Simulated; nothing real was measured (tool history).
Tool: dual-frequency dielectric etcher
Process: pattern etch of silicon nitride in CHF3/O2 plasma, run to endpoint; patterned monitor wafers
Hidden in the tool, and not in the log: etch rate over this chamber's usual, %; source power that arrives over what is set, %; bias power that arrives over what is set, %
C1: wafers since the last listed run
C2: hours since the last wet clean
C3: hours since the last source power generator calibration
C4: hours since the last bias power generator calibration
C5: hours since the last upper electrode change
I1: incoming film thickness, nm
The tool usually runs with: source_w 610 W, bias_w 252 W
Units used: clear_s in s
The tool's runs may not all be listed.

{"run": 1, "day": 0.0, "source_w": 610, "bias_w": 207, "C1": 0, "C2": 469.0, "C3": 1194.4, "C4": 2336.6, "C5": 1879.6, "I1": 60.6, "clear_s": 40.6}
{"run": 2, "day": 1.062, "source_w": 550, "bias_w": 252, "C1": 376, "C2": 494.5, "C3": 1219.9, "C4": 2362.1, "C5": 1905.1, "I1": 60.9, "clear_s": 39.3}
{"day": 3.596, "done": "wet clean of the chamber"}
{"run": 3, "day": 3.617, "source_w": 550, "bias_w": 252, "C1": 550, "C2": 0.5, "C3": 1281.2, "C4": 2423.4, "C5": 1966.4, "I1": 61.4, "clear_s": 42.6}
{"run": 4, "day": 3.983, "source_w": 550, "bias_w": 252, "C1": 129, "C2": 9.3, "C3": 1290.0, "C4": 2432.2, "C5": 1975.2, "I1": 61.4, "clear_s": 41.9}
{"run": 5, "day": 6.292, "source_w": 660, "bias_w": 291, "C1": 817, "C2": 64.7, "C3": 1345.4, "C4": 2487.6, "C5": 2030.6, "I1": 61.3, "clear_s": 38.0}
{"run": 6, "day": 8.029, "source_w": 660, "bias_w": 291, "C1": 615, "C2": 106.4, "C3": 1387.1, "C4": 2529.3, "C5": 2072.3, "I1": 60.7, "clear_s": 37.5}
{"run": 7, "day": 10.996, "source_w": 660, "bias_w": 291, "C1": 1051, "C2": 177.6, "C3": 1458.3, "C4": 2600.5, "C5": 2143.5, "I1": 60.0, "clear_s": 37.2}
{"run": 8, "day": 12.888, "source_w": 530, "bias_w": 252, "C1": 670, "C2": 223.0, "C3": 1503.7, "C4": 2645.9, "C5": 2188.9, "I1": 60.0, "clear_s": 40.5}
{"run": 9, "day": 13.908, "source_w": 610, "bias_w": 252, "C1": 361, "C2": 247.5, "C3": 1528.2, "C4": 2670.4, "C5": 2213.4, "I1": 60.3, "clear_s": 38.9}
{"run": 10, "day": 16.442, "source_w": 610, "bias_w": 252, "C1": 897, "C2": 308.3, "C3": 1589.0, "C4": 2731.2, "C5": 2274.2, "I1": 60.6, "clear_s": 39.0}
{"run": 11, "day": 18.567, "source_w": 720, "bias_w": 252, "C1": 752, "C2": 359.3, "C3": 1640.0, "C4": 2782.2, "C5": 2325.2, "I1": 60.4, "clear_s": 36.6}
{"day": 21.192, "done": "wet clean of the chamber"}
{"day": 21.625, "done": "upper electrode replaced"}
{"run": 12, "day": 21.646, "source_w": 720, "bias_w": 252, "C1": 582, "C2": 10.9, "C3": 1713.9, "C4": 2856.1, "C5": 0.5, "I1": 60.8, "clear_s": 37.8}
{"run": 13, "day": 22.554, "source_w": 610, "bias_w": 252, "C1": 321, "C2": 32.7, "C3": 1735.7, "C4": 2877.9, "C5": 22.3, "I1": 60.8, "clear_s": 40.1}
{"run": 14, "day": 25.3, "source_w": 610, "bias_w": 205, "C1": 972, "C2": 98.6, "C3": 1801.6, "C4": 2943.8, "C5": 88.2, "I1": 60.7, "clear_s": 42.4}

For run 15, what comes out?
{"run": 15, "day": 27.45, "source_w": 480, "bias_w": 193, "C1": 761, "C2": 150.2, "C3": 1853.2, "C4": 2995.4, "C5": 139.8, "I1": 60.8, "clear_s": "?"}

{"run 15": {"clear_s": 45.9}}
With the hidden condition absent and the run-to-run variation left alone, this run would have shown clear_s 46.6 s.
